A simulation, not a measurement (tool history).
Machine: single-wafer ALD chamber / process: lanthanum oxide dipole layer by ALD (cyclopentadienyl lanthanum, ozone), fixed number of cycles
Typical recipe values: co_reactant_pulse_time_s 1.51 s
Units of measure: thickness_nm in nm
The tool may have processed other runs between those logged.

| run | hour | co_reactant_pulse_time_s | read-back reference wafer on the same gauge, thickness_nm | thickness_nm |
|---|---|---|---|---|
| 1 | 0.0 | 1.96 | 0.468 | 0.526 |
| 2 | 29.7 | 1.96 | 0.469 | 0.530 |
| 3 | 66.8 | 1.96 | 0.469 | 0.528 |
| 4 | 103.8 | 1.51 | 0.468 | 0.497 |
| 5 | 128.6 | 1.51 | 0.469 | 0.503 |
| 6 | 196.3 | 1.51 | 0.469 | 0.492 |
| 7 | 256.9 | 1.51 | 0.469 | 0.495 |
| 8 | 328.0 | 1.11 | 0.468 | 0.399 |
| 9 | 384.1 | 1.11 | 0.469 | 0.395 |
| 10 | 429.5 | 1.51 | 0.468 | 0.481 |
| 11 | 471.0 | 1.51 | 0.469 | 0.478 |
| 12 | 522.8 | 1.65 | 0.469 | 0.516 |
| 13 | 548.6 | 1.65 | 0.469 | 0.521 |
| 14 | 589.5 | 1.65 | 0.469 | 0.514 |
| 15 | 657.4 | 1.16 | 0.469 | 0.435 |
| 16 | 726.3 | 1.10 | 0.469 | 0.407 |
| 17 | 780.9 | 1.10 | 0.470 | 0.410 |
| 18 | 848.2 | 1.23 | 0.469 | 0.444 |
| 19 | 913.7 | 1.82 | 0.469 | 0.515 |
| 20 | 984.3 | 1.93 | 0.469 | 0.515 |
| 21 | 1019.4 | 1.34 | 0.469 | 0.459 |
| 22 | 1086.4 | 1.10 | 0.468 | 0.381 |
| 23 | 1111.3 | 1.21 | 0.469 | 0.415 |
| 24 | 1173.0 | 1.73 | 0.469 | 0.497 |
| 25 | 1225.5 | 1.51 | 0.470 | 0.507 |
| 26 | 1263.6 | 1.69 | 0.470 | 0.519 |
| 27 | 1319.0 | 1.51 | 0.469 | 0.500 |
| 28 | 1347.8 | 1.51 | 0.469 | 0.496 |
| 29 | 1397.9 | 1.51 | 0.468 | 0.500 |
| 30 | 1452.6 | 2.04 | 0.470 | 0.521 |
| 31 | 1489.0 | 1.12 | 0.469 | 0.408 |
| 32 | 1517.7 | 1.51 | 0.468 | 0.489 |
| 33 | 1553.5 | 1.95 | 0.469 | 0.517 |
| 34 | 1610.9 | 2.00 | 0.469 | 0.517 |
| 35 | 1701.1 | 1.51 | 0.470 | 0.481 |

Put back what was entered between runs (5 entries, withheld): which listed runs does each sit between, and how does the hidden state differ from the listed run before to the listed run after?
Run 11 -> run 12: ozone generator serviced (hour 519.0)
  ozone dose above that of a generator just serviced (%): -13.4 -> -0.211
  measured result minus the result with no hidden state, thickness_nm: -0.025 -> +0.000 nm
Run 14 -> run 15: thermocouple changed; heater temperature recalibrated (hour 622.4)
  ozone dose above that of a generator just serviced (%): -1.82 -> -3.46
  measured result minus the result with no hidden state, thickness_nm: -0.001 -> -0.010 nm
Run 18 -> run 19: gauge calibrated (hour 851.9)
  ozone dose above that of a generator just serviced (%): -8.07 -> -9.66
  measured result minus the result with no hidden state, thickness_nm: -0.022 -> -0.008 nm
Run 24 -> run 25: ozone generator serviced (hour 1212.7)
  ozone dose above that of a generator just serviced (%): -15.9 -> -1.71
  measured result minus the result with no hidden state, thickness_nm: -0.022 -> -0.002 nm
Run 26 -> run 27: showerhead replaced (hour 1313.8)
  ozone dose above that of a generator just serviced (%): -2.63 -> -3.97
  measured result minus the result with no hidden state, thickness_nm: -0.002 -> -0.006 nm

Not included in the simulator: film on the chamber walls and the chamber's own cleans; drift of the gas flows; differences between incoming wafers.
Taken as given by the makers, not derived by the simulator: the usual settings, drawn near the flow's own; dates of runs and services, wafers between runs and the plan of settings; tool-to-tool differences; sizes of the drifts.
